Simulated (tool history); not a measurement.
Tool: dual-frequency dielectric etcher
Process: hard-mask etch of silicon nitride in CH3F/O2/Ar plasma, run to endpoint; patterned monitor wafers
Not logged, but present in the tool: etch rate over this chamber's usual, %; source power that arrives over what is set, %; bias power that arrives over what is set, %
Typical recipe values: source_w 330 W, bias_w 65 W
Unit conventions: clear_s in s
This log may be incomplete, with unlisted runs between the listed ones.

run	hour	source_w	bias_w	wafers since the last listed run	hours since the last wet clean	hours since the last source power generator calibration	hours since the last bias power generator calibration	hours since the last upper electrode change	incoming incoming film thickness, nm	clear_s
1	0.0	330	54	0	395.9	3485.4	1301.6	4363.9	28.94	46.3
2	45.7	330	54	280	441.6	3531.1	1347.3	4409.6	29.18	47.5
3	87.5	330	54	256	483.4	3572.9	1389.1	4451.4	29.05	46.7
4	153.7	300	65	406	549.6	3639.1	1455.3	4517.6	28.95	48.3
5	192.9	330	65	240	588.8	3678.3	1494.5	4556.8	28.99	45.3
# hour 243.7: wet clean of the chamber
6	260.7	330	65	269	17.0	3746.1	1562.3	4624.6	29.19	43.1
7	294.0	330	65	204	50.3	3779.4	1595.6	4657.9	28.79	43.2
8	347.6	330	65	329	103.9	3833.0	1649.2	4711.5	28.96	43.6
9	399.0	330	65	315	155.3	3884.4	1700.6	4762.9	29.10	44.0
10	423.1	330	65	148	179.4	3908.5	1724.7	4787.0	28.82	43.1
11	474.1	380	73	313	230.4	3959.5	1775.7	4838.0	28.90	39.0
12	526.8	300	65	323	283.1	4012.2	1828.4	4890.7	28.88	47.2
13	570.9	370	65	270	327.2	4056.3	1872.5	4934.8	28.88	41.6
# hour 654.2: upper electrode replaced, of another model than before
14	740.6	260	65	895	496.9	4226.0	2042.2	86.4	28.87	47.8
# hour 745.8: source power generator calibrated
# hour 756.4: bias power generator calibrated
# hour 798.7: wet clean of the chamber
15	933.1	330	55	986	134.4	187.3	176.7	278.9	29.31	45.6
16	1005.0	330	65	441	206.3	259.2	248.6	350.8	29.18	45.0
17	1058.3	330	65	327	259.6	312.5	301.9	404.1	28.91	43.7
18	1118.0	330	65	366	319.3	372.2	361.6	463.8	29.46	45.4
19	1164.7	370	76	286	366.0	418.9	408.3	510.5	28.86	42.0
20	1199.7	270	76	215	401.0	453.9	443.3	545.5	28.91	46.3
21	1230.4	290	53	188	431.7	484.6	474.0	576.2	28.89	48.1

Take each entry between the runs: how does the hidden state at the last listed run before it differ from the hidden state at the first listed run after it?
Logged between run 5 and run 6: wet clean of the chamber (hour 243.7)
  etch rate over this chamber's usual, %: -4.7 -> 0.417
  difference, measured minus the result without the unlogged condition, clear_s: +2.2 -> -0.2 s
Logged between run 13 and run 14: upper electrode replaced, of another model than before (hour 654.2)
  etch rate over this chamber's usual, %: -2.24 -> -3.7
  difference, measured minus the result without the unlogged condition, clear_s: +0.9 -> +1.8 s
Logged between run 14 and run 15: source power generator calibrated (hour 745.8); bias power generator calibrated (hour 756.4); wet clean of the chamber (hour 798.7)
  etch rate over this chamber's usual, %: -3.7 -> -1.84
  difference, measured minus the result without the unlogged condition, clear_s: +1.8 -> +0.9 s

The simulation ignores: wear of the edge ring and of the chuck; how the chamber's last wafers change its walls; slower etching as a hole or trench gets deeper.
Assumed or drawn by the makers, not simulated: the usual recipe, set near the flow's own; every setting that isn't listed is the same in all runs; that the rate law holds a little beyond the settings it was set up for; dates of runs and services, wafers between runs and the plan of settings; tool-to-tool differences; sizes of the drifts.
